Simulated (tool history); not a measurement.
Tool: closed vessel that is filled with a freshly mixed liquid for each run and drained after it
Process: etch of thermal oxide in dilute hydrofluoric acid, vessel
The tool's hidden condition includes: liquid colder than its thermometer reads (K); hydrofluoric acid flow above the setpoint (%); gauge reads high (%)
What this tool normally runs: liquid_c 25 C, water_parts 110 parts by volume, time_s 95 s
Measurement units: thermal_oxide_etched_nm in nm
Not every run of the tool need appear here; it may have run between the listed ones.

run	hour	liquid_c	water_parts	time_s	wafers since the last listed run	hours since the thermometer was replaced	hours since the hydrofluoric acid flow meter was replaced	hours since the gauge calibration	read-back film thickness of the thermal oxide reference wafer, read on the same gauge (nm)	thermal_oxide_etched_nm
1	0	25	110	95	0	280.2	954.8	94.5	69.996	4.017
2	52.5	25	110	95	3470	332.7	1007.3	147	70.018	4.043
3	99.6	25	110	95	3113	379.8	1054.4	194.1	70	3.991
4	166.5	25	110	95	4422	446.7	1121.3	261	70.025	4.002
5	208.8	25	110	95	2796	489	1163.6	303.3	69.992	4.085
6	252	25	110	95	2856	532.2	1206.8	346.5	70.005	4.061
7	316.8	25	110	95	4284	597	1271.6	411.3	69.993	3.996
8	364.4	25	110	95	3146	644.6	1319.2	458.9	70.02	4.031
9	407.7	25	110	95	2862	687.9	1362.5	502.2	69.988	4.064
10	554.9	25	110	110	9731	835.1	1509.7	649.4	70.018	4.679
# hour 570.5: thermometer replaced
11	598	21.5	110	95	2783	27.5	1552.8	692.5	70.01	3.55
12	633.8	28	80	95	2366	63.3	1588.6	728.3	70.003	6.584
# hour 644.3: gauge calibrated
13	675	22.5	125	130	2723	104.5	1629.8	30.7	69.989	4.391
14	730.9	29.5	95	95	3695	160.4	1685.7	86.6	70.025	5.711
15	775.6	25	110	95	2955	205.1	1730.4	131.3	70.009	4.068
# hour 780.7: hydrofluoric acid flow meter replaced
16	814.4	29.5	90	145	2499	243.9	33.7	170.1	70.017	8.88
17	862.1	23.5	95	95	3153	291.6	81.4	217.8	70.006	4.288
18	910.8	25	75	95	3219	340.3	130.1	266.5	69.994	6.01
19	971.3	30	140	75	3999	400.8	190.6	327	70.032	2.802
20	1014.3	25	110	95	2842	443.8	233.6	370	70.043	3.952

Branching from run 20: 5 alternative next runs. What would each branch give?
A	1015	25	110	95	46	444.5	234.3	370.7	?	?
B	1015	23.5	75	95	46	444.5	234.3	370.7	?	?
C	1015	27	150	95	46	444.5	234.3	370.7	?	?
D	1015	23.5	150	95	46	444.5	234.3	370.7	?	?
E	1015	29	110	115	46	444.5	234.3	370.7	?	?

run	read-back film thickness of the thermal oxide reference wafer, read on the same gauge (nm)	thermal_oxide_etched_nm
A	70.017	3.909
B	70.017	5.641
C	70.017	2.946
D	70.017	2.581
E	70.017	5.515
With no hidden state in the tool, these same runs would have given:
run	thermal_oxide_etched_nm
A	3.865
B	5.579
C	2.911
D	2.551
E	5.451
